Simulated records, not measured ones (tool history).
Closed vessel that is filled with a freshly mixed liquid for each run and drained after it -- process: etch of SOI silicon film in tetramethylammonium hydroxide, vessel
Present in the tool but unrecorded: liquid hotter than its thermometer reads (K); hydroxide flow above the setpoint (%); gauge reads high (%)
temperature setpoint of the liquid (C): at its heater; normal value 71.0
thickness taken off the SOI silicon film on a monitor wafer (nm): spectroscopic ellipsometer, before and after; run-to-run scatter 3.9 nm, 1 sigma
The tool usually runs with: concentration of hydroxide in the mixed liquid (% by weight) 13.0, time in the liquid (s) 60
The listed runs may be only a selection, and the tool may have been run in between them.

run   hour  temperature setpoint of the liquid (C)  concentration of hydroxide in the mixed liquid (% by weight)  time in the liquid (s)  wafers since the last listed run  hours since the thermometer was replaced  hours since the hydroxide flow meter was replaced  hours since the gauge calibration  read-back film thickness of the SOI silicon film reference wafer, read on the same gauge (nm)  thickness taken off the SOI silicon film on a monitor wafer (nm)
  1    0.0                                    71.0                                                          13.0                      60                                 0                                     773.4                                              401.9                              773.4                                                                                         123.74                                                            445.80
  2   35.7                                    71.0                                                          12.0                      80                              4834                                     809.1                                              437.6                              809.1                                                                                         123.98                                                            620.65
  3   48.9                                    71.0                                                          12.0                      80                              1787                                     822.3                                              450.8                              822.3                                                                                         124.03                                                            613.38
  4   73.1                                    71.0                                                          12.0                      80                              3277                                     846.5                                              475.0                              846.5                                                                                         124.21                                                            619.37
      82.0  -- thermometer replaced
  5   96.8                                    73.5                                                          13.0                      45                              3074                                      14.8                                              498.7                              870.2                                                                                         124.37                                                            386.64
  6  128.5                                    73.5                                                          13.0                      45                              4292                                      46.5                                              530.4                              901.9                                                                                         124.59                                                            385.30
  7  142.3                                    73.5                                                          13.0                      45                              1868                                      60.3                                              544.2                              915.7                                                                                         124.68                                                            393.63
  8  159.5                                    71.0                                                          13.0                      60                              2329                                      77.5                                              561.4                              932.9                                                                                         124.79                                                            446.88
  9  182.6                                    71.0                                                          13.0                      60                              3128                                     100.6                                              584.5                              956.0                                                                                         124.98                                                            450.36
 10  199.5                                    71.0                                                          13.0                      60                              2288                                     117.5                                              601.4                              972.9                                                                                         125.10                                                            446.37
 11  217.0                                    71.0                                                          13.0                      60                              2369                                     135.0                                              618.9                              990.4                                                                                         125.22                                                            453.54
 12  244.8                                    71.0                                                          13.0                      60                              3764                                     162.8                                              646.7                             1018.2                                                                                         125.45                                                            453.40
 13  274.2                                    76.5                                                          10.0                      60                              3981                                     192.2                                              676.1                             1047.6                                                                                         125.69                                                            688.41
 14  304.5                                    71.0                                                          15.0                      60                              4103                                     222.5                                              706.4                             1077.9                                                                                         125.95                                                            421.79
 15  326.3                                    71.0                                                          15.0                      60                              2952                                     244.3                                              728.2                             1099.7                                                                                         126.14                                                            421.96
 16  342.2                                    71.0                                                          15.0                      90                              2153                                     260.2                                              744.1                             1115.6                                                                                         126.27                                                            637.48
 17  372.5                                    66.5                                                          13.0                      35                              4103                                     290.5                                              774.4                             1145.9                                                                                         126.54                                                            202.94
 18  390.7                                    74.5                                                          14.5                      60                              2464                                     308.7                                              792.6                             1164.1                                                                                         126.71                                                            533.48
 19  405.9                                    76.5                                                          14.0                      75                              2058                                     323.9                                              807.8                             1179.3                                                                                         126.82                                                            754.68
     423.8  -- gauge calibrated
 20  435.0                                    76.0                                                          13.0                      60                              3940                                     353.0                                              836.9                               11.2                                                                                         119.94                                                            575.92
     453.7  -- hydroxide flow meter replaced
 21  463.8                                    67.5                                                          13.0                      75                              3764                                     381.8                                               10.1                               40.0                                                                                         119.96                                                            439.57
 22  482.2                                    71.0                                                          13.0                      60                              2491                                     400.2                                               28.5                               58.4                                                                                         119.97                                                            436.02
 23  501.2                                    71.0                                                          13.0                      40                              2573                                     419.2                                               47.5                               77.4                                                                                         119.96                                                            289.74
 24  513.9                                    71.0                                                          14.0                      75                              1719                                     431.9                                               60.2                               90.1                                                                                         119.99                                                            520.97
 25  582.9                                    71.0                                                          13.0                      85                              9344                                     500.9                                              129.2                              159.1                                                                                         120.07                                                            614.12
 26  610.8                                    71.0                                                          13.0                      60                              3778                                     528.8                                              157.1                              187.0                                                                                         120.09                                                            428.95
 27  623.0                                    67.5                                                          13.0                      60                              1652                                     541.0                                              169.3                              199.2                                                                                         120.12                                                            346.13
 28  658.7                                    76.0                                                           9.0                      85                              4834                                     576.7                                              205.0                              234.9                                                                                         120.17                                                            940.98
 29  694.5                                    73.5                                                          14.5                      60                              4848                                     612.5                                              240.8                              270.7                                                                                         120.25                                                            467.58
 30  724.3                                    71.0                                                          13.0                      40                              4035                                     642.3                                              270.6                              300.5                                                                                         120.31                                                            290.11
 31  741.2                                    69.0                                                          13.0                      60                              2288                                     659.2                                              287.5                              317.4                                                                                         120.36                                                            385.39
 32  757.9                                    78.0                                                          15.5                      75                              2261                                     675.9                                              304.2                              334.1                                                                                         120.38                                                            733.54
 33  781.0                                    68.5                                                          13.0                      60                              3128                                     699.0                                              327.3                              357.2                                                                                         120.46                                                            374.70
 34  804.0                                    63.5                                                          16.0                      35                              3114                                     722.0                                              350.3                              380.2                                                                                         120.52                                                            146.71

For each run, the measured value with the value that run would have given without the tool's hidden condition subtracted. The run-to-run variation is shared by both, the gauge scatter possibly not:
run  thickness taken off the SOI silicon film on a monitor wafer (nm)
  1                                                            +13.47
  2                                                            +19.83
  3                                                            +19.99
  4                                                            +20.96
  5                                                            +13.56
  6                                                            +14.17
  7                                                            +14.77
  8                                                            +17.21
  9                                                            +17.93
 10                                                            +18.21
 11                                                            +18.97
 12                                                            +19.72
 13                                                            +31.19
 14                                                            +19.92
 15                                                            +20.52
 16                                                            +31.67
 17                                                            +10.49
 18                                                            +28.23
 19                                                            +40.72
 20                                                             -0.22
 21                                                             -0.14
 22                                                             -0.12
 23                                                             -0.05
 24                                                             -0.06
 25                                                             +0.28
 26                                                             +0.33
 27                                                             +0.31
 28                                                             +1.34
 29                                                             +0.94
 30                                                             +0.75
 31                                                             +1.12
 32                                                             +2.39
 33                                                             +1.41
 34                                                             +0.64
